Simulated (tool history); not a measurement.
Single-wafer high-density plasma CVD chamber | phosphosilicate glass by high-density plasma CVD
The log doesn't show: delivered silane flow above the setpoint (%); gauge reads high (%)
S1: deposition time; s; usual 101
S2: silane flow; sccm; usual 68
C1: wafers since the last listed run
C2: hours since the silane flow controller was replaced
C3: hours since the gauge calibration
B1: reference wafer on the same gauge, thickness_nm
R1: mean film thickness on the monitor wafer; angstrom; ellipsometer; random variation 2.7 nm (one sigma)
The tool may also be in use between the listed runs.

run    hour   S1  S2    C1      C2     C3       B1       R1
  1       0  108  68     0  2459.8  111.8  731.787  7474.82
  2    56.1  108  68   483  2515.9  167.9  731.842  7426.94
  3    94.8  108  68   333  2554.6  206.6   731.71  7395.45
  4   144.6  101  68   429  2604.4  256.4  731.927  6916.92
  5   187.4  101  68   369  2647.2  299.2  732.383  6952.37
  6   370.9   87  68  1582  2830.7  482.7  731.917  5931.42
  7   432.2   87  68   528    2892    544  732.118  5971.01
  8   465.3   87  68   285  2925.1  577.1  731.338  5945.22
  9   508.1  101  68   369  2967.9  619.9  732.035  6915.65
      516.3  -- gauge calibrated
 10   579.8  101  68   618  3039.6   63.5  732.213  6915.61
 11   642.6  101  68   541  3102.4  126.3  731.677  6873.86
 12   667.1  101  68   211  3126.9  150.8  732.141  6935.58
 13   725.2  101  68   501    3185  208.9  731.883  6890.09
      769.1  -- silane flow controller replaced
 14   782.4  101  68   424    13.3  266.1  732.304  7213.09
 15     814   86  75   272    44.9  297.7  732.109  6548.77
 16   876.1   94  64   535     107  359.8  732.028  6426.46
 17     927   94  68   438   157.9  410.7  731.773  6663.58
 18   960.4  118  74   288   191.3  444.1  732.207  8913.88
 19  1007.8  117  81   408   238.7  491.5  732.042  9420.54
 20  1048.5  101  68   350   279.4  532.2  731.677   7229.1
 21  1088.3  119  80   343   319.2    572   731.86  9515.03
 22  1146.1  119  81   498     377  629.8  732.093  9541.94
 23  1208.4   95  78   537   439.3  692.1  731.711  7455.79
 24  1239.4  106  79   267   470.3  723.1  732.506  8355.13
     1253.1  -- gauge calibrated
 25  1290.2  101  68   438   521.1   37.1  732.079   7186.5
 26  1350.2  114  56   517   581.1   97.1  732.572  7118.85
 27  1408.1  101  68   499     639    155  732.447     7176
 28  1456.7  101  77   419   687.6  203.6  732.576  7811.61

Forecast each of these 4 alternatives for the next run:
  A  1457.1  101  68   3  688  204   ?   ?
  B  1457.1   93  81   3  688  204   ?   ?
  C  1457.1  113  59   3  688  204   ?   ?
  D  1457.1  110  55   3  688  204   ?   ?

run       B1       R1
  A  731.722  7150.78
  B  731.722   7446.1
  C  731.722  7275.52
  D  731.722  6768.75
Without the tool's hidden state the same runs would have given:
run       R1
  A  7199.46
  B  7496.78
  C  7325.04
  D  6814.83
